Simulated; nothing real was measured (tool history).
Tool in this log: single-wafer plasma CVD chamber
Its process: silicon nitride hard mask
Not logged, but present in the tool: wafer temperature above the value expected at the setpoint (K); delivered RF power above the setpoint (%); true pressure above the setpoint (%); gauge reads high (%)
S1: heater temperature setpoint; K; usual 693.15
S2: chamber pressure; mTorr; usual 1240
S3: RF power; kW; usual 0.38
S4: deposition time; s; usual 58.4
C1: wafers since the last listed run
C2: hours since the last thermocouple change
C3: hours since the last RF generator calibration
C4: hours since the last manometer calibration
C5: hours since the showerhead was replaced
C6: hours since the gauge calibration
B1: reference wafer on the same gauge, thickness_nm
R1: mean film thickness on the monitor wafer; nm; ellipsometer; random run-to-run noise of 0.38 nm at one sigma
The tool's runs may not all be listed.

{"run": 1, "hour": 0.0, "S1": 693.15, "S2": 1170, "S3": 0.42, "S4": 58.4, "C1": 0, "C2": 1250.3, "C3": 1819.9, "C4": 2022.4, "C5": 6468.2, "C6": 133.5, "B1": 70.944, "R1": 68.304}
{"run": 2, "hour": 50.4, "S1": 693.15, "S2": 1170, "S3": 0.42, "S4": 58.4, "C1": 550, "C2": 1300.7, "C3": 1870.3, "C4": 2072.8, "C5": 6518.6, "C6": 183.9, "B1": 70.9, "R1": 68.114}
{"run": 3, "hour": 98.9, "S1": 693.15, "S2": 1170, "S3": 0.42, "S4": 58.4, "C1": 529, "C2": 1349.2, "C3": 1918.8, "C4": 2121.3, "C5": 6567.1, "C6": 232.4, "B1": 71.281, "R1": 69.389}
{"run": 4, "hour": 141.4, "S1": 693.15, "S2": 1240, "S3": 0.38, "S4": 54.5, "C1": 464, "C2": 1391.7, "C3": 1961.3, "C4": 2163.8, "C5": 6609.6, "C6": 274.9, "B1": 71.096, "R1": 61.098}
{"run": 5, "hour": 219.8, "S1": 693.15, "S2": 1240, "S3": 0.38, "S4": 54.5, "C1": 856, "C2": 1470.1, "C3": 2039.7, "C4": 2242.2, "C5": 6688, "C6": 353.3, "B1": 71.483, "R1": 61.798}
{"run": 6, "hour": 287.8, "S1": 681.15, "S2": 990, "S3": 0.38, "S4": 58.4, "C1": 743, "C2": 1538.1, "C3": 2107.7, "C4": 2310.2, "C5": 6756, "C6": 421.3, "B1": 71.661, "R1": 63.107}
{"run": 7, "hour": 315.3, "S1": 693.15, "S2": 1240, "S3": 0.38, "S4": 58.4, "C1": 300, "C2": 1565.6, "C3": 2135.2, "C4": 2337.7, "C5": 6783.5, "C6": 448.8, "B1": 71.828, "R1": 66.036}
{"run": 8, "hour": 375.2, "S1": 693.15, "S2": 1240, "S3": 0.38, "S4": 58.4, "C1": 654, "C2": 1625.5, "C3": 2195.1, "C4": 2397.6, "C5": 6843.4, "C6": 508.7, "B1": 71.843, "R1": 66.387}
{"hour": 377.7, "done": "gauge calibrated"}
{"run": 9, "hour": 402.1, "S1": 693.15, "S2": 1240, "S3": 0.38, "S4": 58.4, "C1": 293, "C2": 1652.4, "C3": 2222, "C4": 2424.5, "C5": 6870.3, "C6": 24.4, "B1": 70.687, "R1": 65.073}
{"hour": 437.0, "done": "showerhead replaced"}
{"hour": 448.4, "done": "RF generator calibrated"}
{"run": 10, "hour": 472.3, "S1": 693.15, "S2": 1170, "S3": 0.42, "S4": 58.4, "C1": 592, "C2": 1722.6, "C3": 23.9, "C4": 2494.7, "C5": 35.3, "C6": 94.6, "B1": 70.71, "R1": 67.984}
{"run": 11, "hour": 539.9, "S1": 693.15, "S2": 1090, "S3": 0.425, "S4": 49.8, "C1": 738, "C2": 1790.2, "C3": 91.5, "C4": 2562.3, "C5": 102.9, "C6": 162.2, "B1": 71.211, "R1": 58.037}
{"hour": 576.8, "done": "thermocouple changed; heater temperature recalibrated"}
{"run": 12, "hour": 583.7, "S1": 693.15, "S2": 1240, "S3": 0.325, "S4": 58.4, "C1": 391, "C2": 6.9, "C3": 135.3, "C4": 2606.1, "C5": 146.7, "C6": 206, "B1": 71.126, "R1": 58.755}
{"run": 13, "hour": 650.1, "S1": 684.15, "S2": 1240, "S3": 0.38, "S4": 51, "C1": 725, "C2": 73.3, "C3": 201.7, "C4": 2672.5, "C5": 213.1, "C6": 272.4, "B1": 71.256, "R1": 57.798}
{"hour": 670.4, "done": "capacitance manometer re-zeroed and calibrated"}
{"run": 14, "hour": 696.4, "S1": 707.15, "S2": 1240, "S3": 0.38, "S4": 58.4, "C1": 418, "C2": 119.6, "C3": 248, "C4": 26, "C5": 259.4, "C6": 318.7, "B1": 71.425, "R1": 65.054}
{"run": 15, "hour": 757.1, "S1": 680.15, "S2": 1240, "S3": 0.35, "S4": 58.4, "C1": 663, "C2": 180.3, "C3": 308.7, "C4": 86.7, "C5": 320.1, "C6": 379.4, "B1": 71.681, "R1": 62.755}
{"run": 16, "hour": 804.5, "S1": 693.15, "S2": 1240, "S3": 0.36, "S4": 58.4, "C1": 517, "C2": 227.7, "C3": 356.1, "C4": 134.1, "C5": 367.5, "C6": 426.8, "B1": 72.01, "R1": 63.432}
{"run": 17, "hour": 860.5, "S1": 679.15, "S2": 1240, "S3": 0.425, "S4": 53.5, "C1": 611, "C2": 283.7, "C3": 412.1, "C4": 190.1, "C5": 423.5, "C6": 482.8, "B1": 72.163, "R1": 65.031}

Predict each of these 5 candidate next runs independently; none follows another, all start after run 17:
{"run": "A", "hour": 860.9, "S1": 693.15, "S2": 1240, "S3": 0.38, "S4": 46.9, "C1": 4, "C2": 284.1, "C3": 412.5, "C4": 190.5, "C5": 423.9, "C6": 483.2, "B1": "?", "R1": "?"}
{"run": "B", "hour": 860.9, "S1": 693.15, "S2": 1240, "S3": 0.38, "S4": 49, "C1": 4, "C2": 284.1, "C3": 412.5, "C4": 190.5, "C5": 423.9, "C6": 483.2, "B1": "?", "R1": "?"}
{"run": "C", "hour": 860.9, "S1": 693.15, "S2": 1240, "S3": 0.38, "S4": 53.9, "C1": 4, "C2": 284.1, "C3": 412.5, "C4": 190.5, "C5": 423.9, "C6": 483.2, "B1": "?", "R1": "?"}
{"run": "D", "hour": 860.9, "S1": 679.15, "S2": 1240, "S3": 0.345, "S4": 58.4, "C1": 4, "C2": 284.1, "C3": 412.5, "C4": 190.5, "C5": 423.9, "C6": 483.2, "B1": "?", "R1": "?"}
{"run": "E", "hour": 860.9, "S1": 693.15, "S2": 1140, "S3": 0.38, "S4": 68.4, "C1": 4, "C2": 284.1, "C3": 412.5, "C4": 190.5, "C5": 423.9, "C6": 483.2, "B1": "?", "R1": "?"}

run=A B1=71.801 R1=53.398
run=B B1=71.801 R1=55.784
run=C B1=71.801 R1=61.352
run=D B1=71.801 R1=62.49
run=E B1=71.801 R1=76.327
With the hidden condition removed and each run's random variation left untouched, the same runs would have given:
run=A R1=52.384
run=B R1=54.725
run=C R1=60.186
run=D R1=61.303
run=E R1=74.877
